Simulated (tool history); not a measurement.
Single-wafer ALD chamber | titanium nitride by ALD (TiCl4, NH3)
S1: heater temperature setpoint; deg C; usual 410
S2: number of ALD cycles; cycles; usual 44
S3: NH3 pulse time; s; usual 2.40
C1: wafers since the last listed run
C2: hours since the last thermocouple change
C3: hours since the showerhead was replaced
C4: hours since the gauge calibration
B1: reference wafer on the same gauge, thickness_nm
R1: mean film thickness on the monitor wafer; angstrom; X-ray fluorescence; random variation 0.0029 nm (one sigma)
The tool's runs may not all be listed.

| run | hour | S1 | S2 | S3 | C1 | C2 | C3 | C4 | B1 | R1 |
|---|---|---|---|---|---|---|---|---|---|---|
| 1 | 0.0 | 401 | 44 | 2.01 | 0 | 1427.1 | 6656.0 | 447.4 | 0.940 | 11.29 |
| 2 | 43.1 | 410 | 47 | 2.40 | 170 | 1470.2 | 6699.1 | 490.5 | 0.942 | 12.20 |
| 3 | 72.4 | 410 | 47 | 2.40 | 116 | 1499.5 | 6728.4 | 519.8 | 0.943 | 12.26 |
|  | 96.2 | gauge calibrated |
| 4 | 137.4 | 410 | 42 | 2.40 | 257 | 1564.5 | 6793.4 | 41.2 | 0.932 | 10.84 |
| 5 | 178.3 | 410 | 42 | 2.40 | 161 | 1605.4 | 6834.3 | 82.1 | 0.933 | 10.85 |
| 6 | 208.2 | 410 | 44 | 2.40 | 118 | 1635.3 | 6864.2 | 112.0 | 0.934 | 11.37 |
| 7 | 237.2 | 410 | 44 | 2.40 | 114 | 1664.3 | 6893.2 | 141.0 | 0.935 | 11.38 |
| 8 | 266.5 | 410 | 44 | 2.40 | 116 | 1693.6 | 6922.5 | 170.3 | 0.935 | 11.41 |
| 9 | 298.9 | 410 | 44 | 2.40 | 128 | 1726.0 | 6954.9 | 202.7 | 0.936 | 11.40 |
| 10 | 347.5 | 410 | 44 | 2.40 | 192 | 1774.6 | 7003.5 | 251.3 | 0.938 | 11.40 |
| 11 | 381.2 | 410 | 44 | 2.40 | 133 | 1808.3 | 7037.2 | 285.0 | 0.938 | 11.47 |
| 12 | 420.0 | 410 | 44 | 2.40 | 153 | 1847.1 | 7076.0 | 323.8 | 0.940 | 11.53 |
|  | 485.1 | showerhead replaced |
| 13 | 486.9 | 401 | 44 | 2.01 | 233 | 1914.0 | 1.8 | 390.7 | 0.941 | 11.32 |
| 14 | 558.3 | 416 | 44 | 2.40 | 282 | 1985.4 | 73.2 | 462.1 | 0.944 | 11.53 |
| 15 | 622.4 | 415 | 46 | 2.40 | 253 | 2049.5 | 137.3 | 526.2 | 0.945 | 12.08 |
| 16 | 678.9 | 403 | 50 | 3.28 | 223 | 2106.0 | 193.8 | 582.7 | 0.948 | 13.29 |
| 17 | 730.7 | 420 | 37 | 3.11 | 205 | 2157.8 | 245.6 | 634.5 | 0.949 | 9.83 |
|  | 749.8 | thermocouple changed; heater temperature recalibrated |
|  | 755.3 | gauge calibrated |
| 18 | 799.2 | 419 | 46 | 2.40 | 239 | 49.4 | 314.1 | 43.9 | 0.932 | 11.94 |
| 19 | 869.9 | 420 | 44 | 2.40 | 279 | 120.1 | 384.8 | 114.6 | 0.933 | 11.37 |
| 20 | 921.0 | 410 | 44 | 2.40 | 202 | 171.2 | 435.9 | 165.7 | 0.935 | 11.43 |
| 21 | 945.0 | 410 | 44 | 2.40 | 95 | 195.2 | 459.9 | 189.7 | 0.935 | 11.41 |
| 22 | 981.6 | 397 | 38 | 2.75 | 144 | 231.8 | 496.5 | 226.3 | 0.937 | 9.94 |
| 23 | 1016.4 | 410 | 44 | 2.86 | 137 | 266.6 | 531.3 | 261.1 | 0.937 | 11.52 |

4 ways to go on from here, each from the tool as it stands after run 23. What would each give?
| A | 1016.9 | 410 | 44 | 2.40 | 1 | 267.1 | 531.8 | 261.6 | ? | ? |
| B | 1016.9 | 402 | 48 | 2.40 | 1 | 267.1 | 531.8 | 261.6 | ? | ? |
| C | 1016.9 | 418 | 40 | 1.52 | 1 | 267.1 | 531.8 | 261.6 | ? | ? |
| D | 1016.9 | 414 | 47 | 2.85 | 1 | 267.1 | 531.8 | 261.6 | ? | ? |

| run | B1 | R1 |
|---|---|---|
| A | 0.938 | 11.49 |
| B | 0.938 | 12.51 |
| C | 0.938 | 10.11 |
| D | 0.938 | 12.38 |
Take away the tool's hidden state, keep each run's random variation, and the runs would have read:
| run | R1 |
|---|---|
| A | 11.40 |
| B | 12.40 |
| C | 10.03 |
| D | 12.28 |

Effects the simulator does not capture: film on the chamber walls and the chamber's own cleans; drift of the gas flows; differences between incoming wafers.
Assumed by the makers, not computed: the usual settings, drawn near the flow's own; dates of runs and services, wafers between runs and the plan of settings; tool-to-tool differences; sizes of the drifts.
